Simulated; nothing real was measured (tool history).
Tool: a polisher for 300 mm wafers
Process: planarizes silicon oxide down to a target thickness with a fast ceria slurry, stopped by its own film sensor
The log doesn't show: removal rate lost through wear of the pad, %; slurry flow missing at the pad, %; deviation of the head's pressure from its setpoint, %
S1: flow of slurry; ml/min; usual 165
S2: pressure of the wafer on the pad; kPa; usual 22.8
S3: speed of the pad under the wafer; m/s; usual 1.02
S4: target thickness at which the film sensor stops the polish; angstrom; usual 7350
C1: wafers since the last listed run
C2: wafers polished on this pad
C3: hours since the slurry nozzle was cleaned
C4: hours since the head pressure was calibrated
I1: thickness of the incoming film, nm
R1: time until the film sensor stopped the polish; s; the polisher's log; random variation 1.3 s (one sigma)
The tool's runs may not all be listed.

run     day   S1    S2    S3     S4   C1    C2     C3     C4      I1    R1
  1   0.000  165  22.8  1.02   7350    0   497  672.1   40.0  1825.0  68.9
  2   1.696  165  22.8  1.02   7350  234   732  712.8   80.7  1842.2  70.3
  3   3.646  165  22.8  1.02   7350  270  1002  759.6  127.5  1855.1  70.2
  4   6.233  165  22.8  1.02   7350  358  1360  821.7  189.6  1838.9  71.6
      7.700  -- slurry nozzle cleaned
  5   8.871  165  22.8  1.02   7350  359  1720   28.1  252.9  1796.1  70.6
     11.008  -- worn pad replaced by a new one
  6  11.629  165  22.8  1.02   7350  359    85   94.3  319.1  1822.6  63.9
  7  13.600  165  22.8  1.02   7350  273   359  141.6  366.4  1824.3  68.5
  8  14.733  180  22.8  1.02   4420  157   516  168.8  393.6  1835.3  85.6
  9  17.546  180  22.8  1.02   4420  389   905  236.3  461.1  1825.2  86.6
 10  20.504  165  22.8  1.02   7350  409  1315  307.3  532.1  1820.9  72.8
 11  21.825  165  22.8  1.02   7350  183  1498  339.0  563.8  1841.6  73.8
     23.042  -- head pressure recalibrated
 12  23.596  165  22.8  1.02   7350  233  1732  381.5   13.3  1830.3  74.7
 13  26.050  165  22.8  1.02   7350  340  2072  440.4   72.2  1810.8  73.8
 14  27.217  165  22.8  1.02   7350  161  2234  468.4  100.2  1857.3  75.5
     28.033  -- worn pad replaced by a new one
 15  29.992  130  22.8  1.02   7350  361   271  535.0  166.8  1863.2  72.1
 16  32.829  130  22.8  1.02   7350  393   664  603.1  234.9  1846.9  72.1
 17  34.483  165  22.8  1.02   7350  229   893  642.8  274.6  1811.8  65.6
 18  36.775  165  25.5  1.02   5380  317  1210  697.8  329.6  1853.0  76.2
 19  37.929  165  29.0  1.36   4170  159  1370  725.5  357.3  1845.3  55.6
 20  40.238  125  14.5  0.86  10460  319  1690  780.9  412.7  1811.2  89.6
     41.517  -- worn pad replaced by a new one
 21  42.475  165  14.5  1.20   7350  286   132  834.6  466.4  1828.0  77.4
     42.896  -- slurry nozzle cleaned
 22  44.242  165  27.6  0.90   7350  239   371   32.3  508.8  1822.9  64.0
 23  45.992  165  22.8  1.20   7350  242   614   74.3  550.8  1850.6  57.8
     46.862  -- head pressure recalibrated
 24  47.362  165  25.5  1.26   8790  178   792  107.2   12.0  1813.9  43.3
 25  49.596  165  22.8  1.02   7350  309  1102  160.8   65.6  1821.1  69.3
 26  51.792  105  27.6  0.80   7350  304  1406  213.5  118.3  1805.8  82.6
 27  53.333  130  26.2  1.18   5670  213  1620  250.5  155.3  1807.5  65.5
 28  54.721  200  25.5  1.02   7350  192  1812  283.8  188.6  1807.9  63.3
     56.025  -- worn pad replaced by a new one
 29  57.496  165  15.2  1.24   7350  361   203  350.4  255.2  1814.1  72.2
 30  59.133  165  22.8  1.02  10080  226   430  389.7  294.5  1840.9  52.6
 31  60.208  165  22.8  1.02   7350  148   579  415.5  320.3  1844.6  65.6
 32  63.117  165  20.0  0.70   9600  402   982  485.3  390.1  1856.2  90.5
 33  65.371  165  22.8  1.36   9560  312  1295  539.4  444.2  1867.2  42.7
 34  67.538  180  22.8  1.02   4420  300  1595  591.4  496.2  1820.2  91.1
     70.258  -- head pressure recalibrated
 35  70.379  165  22.8  1.02   7350  382  1977  659.6    2.9  1847.4  75.8
     71.558  -- worn pad replaced by a new one
     71.967  -- slurry nozzle cleaned
 36  72.967  165  14.5  1.30   4800  329   189   24.0   65.0  1845.9  93.5

Forecast each of these 5 alternatives for the next run:
  A  72.983  165  22.8  1.02  7350   2  191  24.4  65.4  1851.3   ?
  B  72.983  120  26.2  1.02  7350   2  191  24.4  65.4  1851.3   ?
  C  72.983  165  22.8  0.84  5390   2  191  24.4  65.4  1851.3   ?
  D  72.983  185  22.8  1.02  7350   2  191  24.4  65.4  1851.3   ?
  E  72.983  145  28.3  0.86  6050   2  191  24.4  65.4  1851.3   ?

run    R1
  A  66.5
  B  63.2
  C  95.0
  D  65.3
  E  75.2
Without the tool's hidden state the same runs would have given:
run    R1
  A  65.7
  B  62.4
  C  93.8
  D  64.5
  E  74.2
